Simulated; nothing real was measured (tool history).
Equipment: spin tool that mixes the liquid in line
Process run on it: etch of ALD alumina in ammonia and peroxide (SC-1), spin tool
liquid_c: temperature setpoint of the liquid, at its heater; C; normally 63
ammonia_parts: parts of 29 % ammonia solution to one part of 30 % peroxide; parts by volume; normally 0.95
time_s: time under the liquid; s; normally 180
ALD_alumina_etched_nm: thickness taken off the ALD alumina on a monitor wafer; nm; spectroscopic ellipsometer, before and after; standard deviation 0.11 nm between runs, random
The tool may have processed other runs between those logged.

| run | hour | liquid_c | ammonia_parts | time_s | read-back film thickness of the ALD alumina reference wafer, read on the same gauge (nm) | ALD_alumina_etched_nm |
|---|---|---|---|---|---|---|
| 1 | 0 | 63 | 0.95 | 210 | 114.8 | 19.65 |
| 2 | 14.7 | 63 | 0.95 | 210 | 114.73 | 19.82 |
|  | 31.7 | gauge calibrated |
| 3 | 33.2 | 63 | 0.95 | 240 | 119.61 | 23.72 |
| 4 | 50 | 65 | 0.95 | 180 | 119.55 | 19.52 |
| 5 | 64.3 | 65 | 0.95 | 180 | 119.48 | 19.35 |
| 6 | 80.6 | 67.5 | 0.95 | 210 | 119.44 | 25.51 |
| 7 | 99.2 | 60 | 0.95 | 225 | 119.36 | 19.06 |
| 8 | 132.7 | 63 | 0.95 | 180 | 119.15 | 17.49 |
| 9 | 146 | 57.5 | 1.2 | 90 | 119.11 | 6.78 |
| 10 | 160.3 | 63 | 0.95 | 180 | 119.03 | 17.59 |
| 11 | 177.3 | 63 | 0.95 | 180 | 118.91 | 17.56 |
| 12 | 208.3 | 63 | 0.75 | 250 | 118.81 | 23.88 |
| 13 | 220.7 | 65.5 | 1.05 | 215 | 118.75 | 24.14 |
|  | 262.8 | heated supply line repaired |
|  | 301.4 | new drum of ammonia solution connected |
|  | 311.9 | ammonia flow meter replaced |
| 14 | 319 | 63 | 1.05 | 110 | 118.32 | 10.81 |
| 15 | 340.8 | 63 | 1.2 | 280 | 118.17 | 27.81 |
| 16 | 361.5 | 54 | 1.2 | 150 | 118.06 | 9.43 |
| 17 | 397.5 | 63 | 0.95 | 180 | 117.83 | 17.25 |
| 18 | 432.3 | 63 | 0.95 | 180 | 117.76 | 17.44 |
| 19 | 447 | 63 | 0.95 | 180 | 117.7 | 17.48 |
| 20 | 477.7 | 63 | 0.95 | 180 | 117.56 | 17.09 |
| 21 | 492.8 | 56 | 0.95 | 130 | 117.45 | 8.75 |
| 22 | 522.8 | 69 | 0.95 | 275 | 117.32 | 35.48 |
| 23 | 551.1 | 63 | 0.55 | 180 | 117.14 | 16.42 |
| 24 | 569.7 | 63 | 0.95 | 180 | 117.06 | 17.18 |
| 25 | 600.4 | 54 | 0.7 | 260 | 116.93 | 15.27 |

What the log doesn't show, run by run:
liquid hotter than its thermometer reads (K): 0 in every run
ammonia flow below the setpoint (%): 0 in every run
temperature lost on the way to the wafer (K): 0 in every run
ammonia solution weaker than its label (%): 0 in every run
H1: gauge reads high (%)
| run | H1 |
|---|---|
| 1 | -4.31 |
| 2 | -4.37 |
| 3 | -0.298 |
| 4 | -0.365 |
| 5 | -0.422 |
| 6 | -0.487 |
| 7 | -0.562 |
| 8 | -0.696 |
| 9 | -0.749 |
| 10 | -0.806 |
| 11 | -0.874 |
| 12 | -0.998 |
| 13 | -1.05 |
| 14 | -1.44 |
| 15 | -1.53 |
| 16 | -1.61 |
| 17 | -1.75 |
| 18 | -1.89 |
| 19 | -1.95 |
| 20 | -2.08 |
| 21 | -2.14 |
| 22 | -2.26 |
| 23 | -2.37 |
| 24 | -2.44 |
| 25 | -2.57 |
